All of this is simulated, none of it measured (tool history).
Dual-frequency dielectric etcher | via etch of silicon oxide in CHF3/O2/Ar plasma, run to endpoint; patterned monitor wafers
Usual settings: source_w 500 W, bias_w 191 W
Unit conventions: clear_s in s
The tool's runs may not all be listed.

run    hour  source_w  bias_w  incoming incoming film thickness, nm  clear_s
  1     0.0       540     191                                 722.7    337.2
       48.8  -- wet clean of the chamber
  2    61.7       540     191                                 723.1    346.4
  3   100.3       500     191                                 718.8    354.2
  4   198.0       500     191                                 723.6    352.2
  5   257.7       530     191                                 711.3    339.2
  6   331.7       530     191                                 725.2    342.8
  7   393.5       500     191                                 713.0    344.2
  8   445.0       500     191                                 718.3    346.1
  9   545.3       500     191                                 722.3    347.0
 10   614.0       500     191                                 713.6    341.5
      643.5  -- wet clean of the chamber
 11   714.8       500     191                                 718.8    359.4
 12   811.6       500     191                                 723.5    360.7
      856.2  -- upper electrode replaced
 13   892.4       500     191                                 718.7    356.7
 14   983.2       500     191                                 713.3    350.8
 15  1062.1       500     191                                 721.6    353.6
     1108.4  -- bias power generator calibrated
 16  1149.8       450     227                                 716.8    340.0
     1197.9  -- wet clean of the chamber
 17  1236.7       400     145                                 729.7    453.7
 18  1332.1       440     175                                 724.3    395.0
 19  1387.8       440     171                                 726.1    396.0
     1409.3  -- source power generator calibrated
 20  1486.5       380     230                                 721.7    369.0
 21  1609.8       430     224                                 716.9    350.5
 22  1665.7       460     216                                 719.1    341.3
     1700.6  -- wet clean of the chamber
 23  1718.5       400     168                                 730.9    420.1

What will run 24 give?
 24  1796.9       580     234                                 719.4        ?

Run 24 gave clear_s 306.8 s.
On a tool with no hidden condition, and with the same random variation, this run would have come out at clear_s 310.3 s.
